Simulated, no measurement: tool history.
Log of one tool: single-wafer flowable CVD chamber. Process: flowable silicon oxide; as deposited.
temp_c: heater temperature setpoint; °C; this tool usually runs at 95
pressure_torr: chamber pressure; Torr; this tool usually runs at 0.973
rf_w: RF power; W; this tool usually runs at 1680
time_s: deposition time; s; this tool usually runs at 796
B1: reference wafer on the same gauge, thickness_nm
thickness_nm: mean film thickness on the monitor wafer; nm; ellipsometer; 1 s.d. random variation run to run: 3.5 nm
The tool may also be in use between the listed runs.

run 1 hour=0.0 | temp_c=92 pressure_torr=0.973 rf_w=1680 time_s=796 | B1=662.811 | thickness_nm=746.180
run 2 hour=22.6 | temp_c=92 pressure_torr=0.973 rf_w=1680 time_s=796 | B1=663.338 | thickness_nm=740.148
run 3 hour=54.1 | temp_c=95 pressure_torr=0.973 rf_w=1850 time_s=796 | B1=663.594 | thickness_nm=676.991
run 4 hour=74.6 | temp_c=95 pressure_torr=0.973 rf_w=1850 time_s=796 | B1=662.232 | thickness_nm=678.528
run 5 hour=97.1 | temp_c=87 pressure_torr=0.973 rf_w=1680 time_s=796 | B1=662.715 | thickness_nm=870.023
-- hour=160.7 showerhead replaced
-- hour=180.2 capacitance manometer re-zeroed and calibrated
-- hour=186.7 gauge calibrated
run 6 hour=198.2 | temp_c=95 pressure_torr=0.973 rf_w=1795 time_s=796 | B1=662.834 | thickness_nm=714.055
-- hour=218.0 thermocouple changed; heater temperature recalibrated
run 7 hour=225.5 | temp_c=95 pressure_torr=0.973 rf_w=1795 time_s=796 | B1=661.247 | thickness_nm=706.598
run 8 hour=249.8 | temp_c=95 pressure_torr=0.973 rf_w=1795 time_s=796 | B1=661.635 | thickness_nm=702.123
run 9 hour=270.9 | temp_c=95 pressure_torr=0.973 rf_w=1680 time_s=796 | B1=663.406 | thickness_nm=690.172
run 10 hour=286.0 | temp_c=84 pressure_torr=0.973 rf_w=1680 time_s=796 | B1=661.906 | thickness_nm=1018.852
run 11 hour=311.8 | temp_c=81 pressure_torr=0.840 rf_w=1680 time_s=796 | B1=660.407 | thickness_nm=978.021
run 12 hour=342.8 | temp_c=95 pressure_torr=0.973 rf_w=1680 time_s=796 | B1=662.988 | thickness_nm=688.780
run 13 hour=363.4 | temp_c=95 pressure_torr=0.973 rf_w=1680 time_s=874 | B1=661.419 | thickness_nm=756.647
run 14 hour=389.1 | temp_c=104 pressure_torr=0.869 rf_w=1880 time_s=796 | B1=662.982 | thickness_nm=459.325
run 15 hour=409.2 | temp_c=88 pressure_torr=0.973 rf_w=1965 time_s=796 | B1=661.811 | thickness_nm=940.136
-- hour=426.3 RF generator calibrated
run 16 hour=443.3 | temp_c=102 pressure_torr=0.973 rf_w=2005 time_s=733 | B1=663.727 | thickness_nm=525.036
run 17 hour=459.8 | temp_c=95 pressure_torr=0.973 rf_w=1795 time_s=796 | B1=661.748 | thickness_nm=722.112
run 18 hour=482.6 | temp_c=90 pressure_torr=0.855 rf_w=1385 time_s=796 | B1=662.435 | thickness_nm=686.898
run 19 hour=506.0 | temp_c=104 pressure_torr=0.973 rf_w=1680 time_s=844 | B1=661.665 | thickness_nm=531.419
run 20 hour=539.0 | temp_c=95 pressure_torr=0.973 rf_w=1680 time_s=796 | B1=663.112 | thickness_nm=705.564
run 21 hour=573.2 | temp_c=95 pressure_torr=0.973 rf_w=1680 time_s=796 | B1=662.738 | thickness_nm=704.869
run 22 hour=594.9 | temp_c=83 pressure_torr=1.038 rf_w=1925 time_s=718 | B1=662.857 | thickness_nm=1093.641
run 23 hour=619.5 | temp_c=105 pressure_torr=0.973 rf_w=1680 time_s=796 | B1=662.438 | thickness_nm=481.555
run 24 hour=642.7 | temp_c=95 pressure_torr=0.973 rf_w=1820 time_s=848 | B1=661.453 | thickness_nm=764.246
run 25 hour=667.3 | temp_c=95 pressure_torr=0.973 rf_w=1895 time_s=659 | B1=660.580 | thickness_nm=601.873
run 26 hour=693.8 | temp_c=95 pressure_torr=0.973 rf_w=1680 time_s=796 | B1=662.824 | thickness_nm=696.784
run 27 hour=719.9 | temp_c=95 pressure_torr=0.973 rf_w=1680 time_s=796 | B1=661.546 | thickness_nm=702.996
run 28 hour=745.5 | temp_c=90 pressure_torr=0.973 rf_w=1795 time_s=667 | B1=661.205 | thickness_nm=718.047

For some of the steps in thickness_nm from one run to the next: how much would appear even if the tool had no hidden state, given the settings, what came in and random variation, and how much remains for the hidden state plus any gauge scatter that the measured result and the result without hidden state don't share?
What the log doesn't record here: wafer temperature above the value expected at the setpoint (K); delivered RF power above the setpoint (%); true pressure above the setpoint (%); gauge reads high (%).
Run 4 -> 5: temp_c 95 -> 87, rf_w 1850 -> 1680. thickness_nm +191.495 nm: hidden state -19.050, all else +210.545.
Run 5 -> 6: temp_c 87 -> 95, rf_w 1680 -> 1795, showerhead replaced, capacitance manometer re-zeroed and calibrated, gauge calibrated. thickness_nm -155.968 nm: hidden state +58.163, all else -214.131.
Run 14 -> 15: temp_c 104 -> 88, pressure_torr 0.869 -> 0.973, rf_w 1880 -> 1965. thickness_nm +480.811 nm: hidden state -7.458, all else +488.269.
Run 22 -> 23: temp_c 83 -> 105, pressure_torr 1.038 -> 0.973, rf_w 1925 -> 1680, time_s 718 -> 796. thickness_nm -612.086 nm: hidden state +0.404, all else -612.490.
